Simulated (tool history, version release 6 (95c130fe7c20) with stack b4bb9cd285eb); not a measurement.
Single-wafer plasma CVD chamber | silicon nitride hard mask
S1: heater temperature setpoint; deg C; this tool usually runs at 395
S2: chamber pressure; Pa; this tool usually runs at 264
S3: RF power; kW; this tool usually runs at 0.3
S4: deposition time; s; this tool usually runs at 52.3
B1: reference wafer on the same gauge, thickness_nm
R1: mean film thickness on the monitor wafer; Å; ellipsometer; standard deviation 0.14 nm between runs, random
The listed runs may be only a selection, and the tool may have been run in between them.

{"run": 1, "hour": 0.0, "S1": 395, "S2": 264, "S3": 0.28, "S4": 46.5, "B1": 50.695, "R1": 506.4}
{"run": 2, "hour": 58.6, "S1": 395, "S2": 264, "S3": 0.28, "S4": 46.5, "B1": 50.69, "R1": 506.58}
{"run": 3, "hour": 142.9, "S1": 395, "S2": 264, "S3": 0.3, "S4": 52.3, "B1": 50.684, "R1": 595.13}
{"run": 4, "hour": 218.8, "S1": 395, "S2": 223, "S3": 0.3, "S4": 59.3, "B1": 50.696, "R1": 660.21}
{"hour": 236.1, "done": "RF generator calibrated"}
{"run": 5, "hour": 297.8, "S1": 395, "S2": 223, "S3": 0.3, "S4": 59.3, "B1": 50.705, "R1": 660.19}
{"run": 6, "hour": 345.3, "S1": 395, "S2": 223, "S3": 0.3, "S4": 59.3, "B1": 50.714, "R1": 661.19}
{"hour": 373.3, "done": "thermocouple changed; heater temperature recalibrated"}
{"run": 7, "hour": 397.6, "S1": 405, "S2": 264, "S3": 0.3, "S4": 52.3, "B1": 50.724, "R1": 593.45}
{"hour": 419.8, "done": "gauge calibrated"}
{"run": 8, "hour": 471.7, "S1": 395, "S2": 329, "S3": 0.255, "S4": 52.3, "B1": 50.689, "R1": 558.09}
{"run": 9, "hour": 565.0, "S1": 395, "S2": 291, "S3": 0.36, "S4": 60.5, "B1": 50.709, "R1": 773.39}
{"run": 10, "hour": 643.5, "S1": 395, "S2": 216, "S3": 0.3, "S4": 62.7, "B1": 50.716, "R1": 696.15}
{"run": 11, "hour": 702.0, "S1": 380, "S2": 264, "S3": 0.275, "S4": 43.1, "B1": 50.691, "R1": 469.36}
{"hour": 712.9, "done": "showerhead replaced"}
{"run": 12, "hour": 805.0, "S1": 395, "S2": 329, "S3": 0.255, "S4": 52.3, "B1": 50.695, "R1": 558.48}
{"run": 13, "hour": 854.1, "S1": 395, "S2": 264, "S3": 0.3, "S4": 48.1, "B1": 50.709, "R1": 548.89}
{"hour": 953.7, "done": "capacitance manometer re-zeroed and calibrated"}
{"run": 14, "hour": 957.5, "S1": 389, "S2": 296, "S3": 0.32, "S4": 57.1, "B1": 50.668, "R1": 692.46}
{"run": 15, "hour": 997.4, "S1": 395, "S2": 205, "S3": 0.3, "S4": 43.1, "B1": 50.697, "R1": 479.72}
{"run": 16, "hour": 1041.2, "S1": 395, "S2": 264, "S3": 0.3, "S4": 52.3, "B1": 50.718, "R1": 597.69}
{"run": 17, "hour": 1110.7, "S1": 395, "S2": 264, "S3": 0.3, "S4": 52.3, "B1": 50.701, "R1": 599.32}
{"run": 18, "hour": 1174.6, "S1": 395, "S2": 324, "S3": 0.3, "S4": 45, "B1": 50.692, "R1": 532.58}

Expected results for the next run?
{"hour": 1278.7, "done": "RF generator calibrated"}
{"run": 19, "hour": 1279.5, "S1": 395, "S2": 264, "S3": 0.3, "S4": 52.3, "B1": "?", "R1": "?"}

B1: 50.685
R1: 599.71 Å
With the hidden condition absent and the run-to-run variation left alone, this run would have shown R1 592.42 Å.
